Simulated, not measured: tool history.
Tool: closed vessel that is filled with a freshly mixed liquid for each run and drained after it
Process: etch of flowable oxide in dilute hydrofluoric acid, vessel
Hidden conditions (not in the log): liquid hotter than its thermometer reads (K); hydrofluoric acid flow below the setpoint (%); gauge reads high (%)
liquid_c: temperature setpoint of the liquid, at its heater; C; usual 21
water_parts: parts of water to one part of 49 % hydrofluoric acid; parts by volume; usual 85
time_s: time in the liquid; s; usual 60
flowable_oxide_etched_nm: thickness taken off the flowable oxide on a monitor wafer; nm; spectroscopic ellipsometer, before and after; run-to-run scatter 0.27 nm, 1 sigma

run    hour  liquid_c  water_parts  time_s  wafers since the last listed run  hours since the thermometer was replaced  hours since the hydrofluoric acid flow meter was replaced  hours since the gauge calibration  read-back film thickness of the flowable oxide reference wafer, read on the same gauge (nm)  flowable_oxide_etched_nm
  1       0        21           85      60                                 0                                      40.1                                                      730.5                              430.2                                                                                        50.04                      32.8
  2    29.8        21           85      60                              2931                                      69.9                                                      760.3                                460                                                                                        49.96                     32.59
  3    84.4        21           85      60                              5370                                     124.5                                                      814.9                              514.6                                                                                           50                     32.67
  4   151.9        21           85      60                              6639                                       192                                                      882.4                              582.1                                                                                        49.98                     33.53
  5   191.8        21           85      60                              3924                                     231.9                                                      922.3                                622                                                                                           50                     33.13
  6   224.5        21           85      60                              3216                                     264.6                                                        955                              654.7                                                                                        50.03                     33.35
  7   295.8        21           85      70                              7013                                     335.9                                                     1026.3                                726                                                                                        49.98                     38.83
  8   343.5        21           85      70                              4691                                     383.6                                                       1074                              773.7                                                                                        49.99                     39.04
  9   372.7        21           85      70                              2872                                     412.8                                                     1103.2                              802.9                                                                                           50                     39.22
      376.2  -- gauge calibrated
 10   423.3        21           85      40                              4977                                     463.4                                                     1153.8                               47.1                                                                                        49.97                     22.49
 11   467.4        21           85      60                              4337                                     507.5                                                     1197.9                               91.2                                                                                        50.03                     33.74
 12   524.2        21           85      60                              5586                                     564.3                                                     1254.7                                148                                                                                           50                     34.54
 13   589.1        21           85      60                              6383                                     629.2                                                     1319.6                              212.9                                                                                        50.03                     34.48
 14     636        21           85      50                              4613                                     676.1                                                     1366.5                              259.8                                                                                           50                     28.48
 15   695.4        21           85      95                              5842                                     735.5                                                     1425.9                              319.2                                                                                        50.01                     55.25
      712.4  -- hydrofluoric acid flow meter replaced
 16   737.2      25.5           95      90                              4013                                     777.3                                                       24.8                                361                                                                                        50.02                     54.73
 17   795.2        21           85      60                              5704                                     835.3                                                       82.8                                419                                                                                           50                     34.98
      809.5  -- thermometer replaced
 18   848.9        17           55      60                              5183                                      39.4                                                      136.5                              472.7                                                                                        50.03                     44.56
 19   883.8        21           85      60                              3432                                      74.3                                                      171.4                              507.6                                                                                        50.02                     32.71
 20   930.5        21           65      60                              4593                                       121                                                      218.1                              554.3                                                                                        49.99                     44.38
 21   959.2      19.5          110      60                              2822                                     149.7                                                      246.8                                583                                                                                        50.03                     23.22
 22   986.4        19           85      90                              2675                                     176.9                                                        274                              610.2                                                                                        49.99                     45.42
     1023.3  -- gauge calibrated
 23  1043.5      25.5          120      30                              5616                                       234                                                      331.1                               20.2                                                                                        49.98                     13.35
 24  1073.4        21           85      60                              2941                                     263.9                                                        361                               50.1                                                                                        50.03                      33.3
 25  1132.5        24           85      60                              5813                                       323                                                      420.1                              109.2                                                                                        49.99                     37.83
 26  1208.3        23           45      50                              7455                                     398.8                                                      495.9                                185                                                                                        49.99                     60.69
 27  1267.6        18           85      60                              5832                                     458.1                                                      555.2                              244.3                                                                                        49.98                     30.19
 28  1320.2        21           85      60                              5173                                     510.7                                                      607.8                              296.9                                                                                        50.02                     34.34

Take each entry between the runs: how does the hidden state at the last listed run before it differ from the hidden state at the first listed run after it?
After run 9, before run 10: gauge calibrated (hour 376.2)
  liquid hotter than its thermometer reads (K): 1.08 -> 1.19
  the result without the hidden state subtracted from the measured one, flowable_oxide_etched_nm: +1.7 -> +1.07 nm
After run 15, before run 16: hydrofluoric acid flow meter replaced (hour 712.4)
  liquid hotter than its thermometer reads (K): 1.77 -> 1.86
  the result without the hidden state subtracted from the measured one, flowable_oxide_etched_nm: +3.85 -> +3.82 nm
After run 17, before run 18: thermometer replaced (hour 809.5)
  liquid hotter than its thermometer reads (K): 1.99 -> 0.299
  the result without the hidden state subtracted from the measured one, flowable_oxide_etched_nm: +2.73 -> +0.58 nm
After run 22, before run 23: gauge calibrated (hour 1023.3)
  liquid hotter than its thermometer reads (K): 0.594 -> 0.717
  the result without the hidden state subtracted from the measured one, flowable_oxide_etched_nm: +1.11 -> +0.36 nm
